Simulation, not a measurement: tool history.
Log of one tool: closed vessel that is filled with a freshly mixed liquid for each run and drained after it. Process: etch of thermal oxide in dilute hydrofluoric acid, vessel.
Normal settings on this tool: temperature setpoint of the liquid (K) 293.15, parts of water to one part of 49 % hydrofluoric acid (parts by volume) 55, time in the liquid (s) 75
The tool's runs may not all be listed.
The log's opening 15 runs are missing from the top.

| run | hour | temperature setpoint of the liquid (K) | parts of water to one part of 49 % hydrofluoric acid (parts by volume) | time in the liquid (s) | wafers since the last listed run | hours since the thermometer was replaced | hours since the hydrofluoric acid flow meter was replaced | hours since the gauge calibration | read-back film thickness of the thermal oxide reference wafer, read on the same gauge (nm) | thickness taken off the thermal oxide on a monitor wafer (Å) |
|---|---|---|---|---|---|---|---|---|---|---|
|  | 706.2 | gauge calibrated |
| 16 | 721.7 | 293.15 | 55 | 75 | 2686 | 180.4 | 687.2 | 15.5 | 140.04 | 62.3 |
| 17 | 769.1 | 290.15 | 40 | 75 | 3068 | 227.8 | 734.6 | 62.9 | 140.01 | 77 |
| 18 | 824 | 296.15 | 55 | 75 | 3553 | 282.7 | 789.5 | 117.8 | 140 | 71.2 |
| 19 | 882.3 | 295.15 | 70 | 75 | 3773 | 341 | 847.8 | 176.1 | 139.98 | 52.6 |
| 20 | 910.6 | 293.15 | 55 | 75 | 1831 | 369.3 | 876.1 | 204.4 | 139.99 | 63 |
| 21 | 965.9 | 297.65 | 85 | 75 | 3579 | 424.6 | 931.4 | 259.7 | 140 | 47.4 |
| 22 | 1011.3 | 293.15 | 45 | 35 | 2938 | 470 | 976.8 | 305.1 | 140 | 36.2 |
| 23 | 1044.1 | 293.15 | 55 | 75 | 2123 | 502.8 | 1009.6 | 337.9 | 140 | 63.1 |
| 24 | 1084.8 | 293.15 | 55 | 75 | 2634 | 543.5 | 1050.3 | 378.6 | 139.97 | 63.1 |
| 25 | 1119.9 | 293.15 | 40 | 75 | 2272 | 578.6 | 1085.4 | 413.7 | 140.04 | 88.8 |
| 26 | 1172.8 | 290.15 | 30 | 55 | 3424 | 631.5 | 1138.3 | 466.6 | 139.97 | 77.1 |
| 27 | 1243.6 | 293.15 | 55 | 75 | 4583 | 702.3 | 1209.1 | 537.4 | 140 | 63.3 |
| 28 | 1281.1 | 295.15 | 80 | 110 | 2427 | 739.8 | 1246.6 | 574.9 | 140.04 | 67.4 |
| 29 | 1354.8 | 293.15 | 55 | 75 | 4770 | 813.5 | 1320.3 | 648.6 | 140 | 63.5 |
|  | 1381.1 | thermometer replaced |
| 30 | 1421.3 | 296.15 | 80 | 55 | 4240 | 40.2 | 1386.8 | 715.1 | 140.02 | 35 |
| 31 | 1460 | 295.15 | 55 | 95 | 2505 | 78.9 | 1425.5 | 753.8 | 139.98 | 87.7 |
| 32 | 1498.5 | 293.15 | 55 | 75 | 2492 | 117.4 | 1464 | 792.3 | 140.03 | 63.4 |
| 33 | 1538.4 | 297.65 | 55 | 75 | 2582 | 157.3 | 1503.9 | 832.2 | 139.97 | 77.1 |
| 34 | 1584.3 | 294.65 | 70 | 60 | 2971 | 203.2 | 1549.8 | 878.1 | 140.01 | 42.3 |

4 options for the next run, each taken on its own from the tool as it stands now. Forecast them:
| A | 1585 | 293.15 | 55 | 75 | 45 | 203.9 | 1550.5 | 878.8 | ? | ? |
| B | 1585 | 297.15 | 40 | 50 | 45 | 203.9 | 1550.5 | 878.8 | ? | ? |
| C | 1585 | 296.15 | 55 | 65 | 45 | 203.9 | 1550.5 | 878.8 | ? | ? |
| D | 1585 | 293.15 | 30 | 90 | 45 | 203.9 | 1550.5 | 878.8 | ? | ? |

| run | read-back film thickness of the thermal oxide reference wafer, read on the same gauge (nm) | thickness taken off the thermal oxide on a monitor wafer (Å) |
|---|---|---|
| A | 140 | 63.8 |
| B | 140 | 70.4 |
| C | 140 | 62.7 |
| D | 140 | 144.5 |
With no hidden state in the tool, these same runs would have given:
| run | thickness taken off the thermal oxide on a monitor wafer (Å) |
|---|---|
| A | 61.6 |
| B | 68 |
| C | 60.5 |
| D | 139.6 |
